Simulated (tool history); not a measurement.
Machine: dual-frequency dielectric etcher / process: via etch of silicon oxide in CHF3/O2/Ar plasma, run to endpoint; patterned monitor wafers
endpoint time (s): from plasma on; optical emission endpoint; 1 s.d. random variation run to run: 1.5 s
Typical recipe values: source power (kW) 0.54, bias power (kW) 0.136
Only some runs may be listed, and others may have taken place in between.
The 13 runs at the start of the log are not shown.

run,hour,source power (kW),bias power (kW),"incoming incoming film thickness, nm",endpoint time (s)
14,943.2,0.54,0.136,710.7,392.2
15,1045.2,0.48,0.136,710.8,414.9
16,1082.1,0.48,0.136,714.4,415.8
17,1149.4,0.54,0.136,714.4,397.4
18,1227.2,0.43,0.154,715.5,421.2
19,1290.1,0.54,0.136,715,401
# hour 1353.7: wet clean of the chamber
20,1382.7,0.66,0.156,706.4,347.2
21,1451.8,0.64,0.151,713.3,358.6
22,1507.8,0.59,0.124,712.9,392.7
# hour 1586.4: source power generator calibrated
23,1586.8,0.54,0.136,707.9,393.2
24,1635.6,0.42,0.166,716.8,417.5
25,1710.7,0.42,0.136,708.2,437
26,1805.6,0.67,0.118,723.2,381.4
# hour 1878.6: wet clean of the chamber
27,1909.2,0.54,0.136,708.2,391.4

The next listed run, before its measurement:
28,1981.1,0.43,0.155,708,?

{"run 28": {"endpoint time (s)": 415.7}}
Minus the tool's unlogged condition, the same run would have read endpoint time (s) 415.7.

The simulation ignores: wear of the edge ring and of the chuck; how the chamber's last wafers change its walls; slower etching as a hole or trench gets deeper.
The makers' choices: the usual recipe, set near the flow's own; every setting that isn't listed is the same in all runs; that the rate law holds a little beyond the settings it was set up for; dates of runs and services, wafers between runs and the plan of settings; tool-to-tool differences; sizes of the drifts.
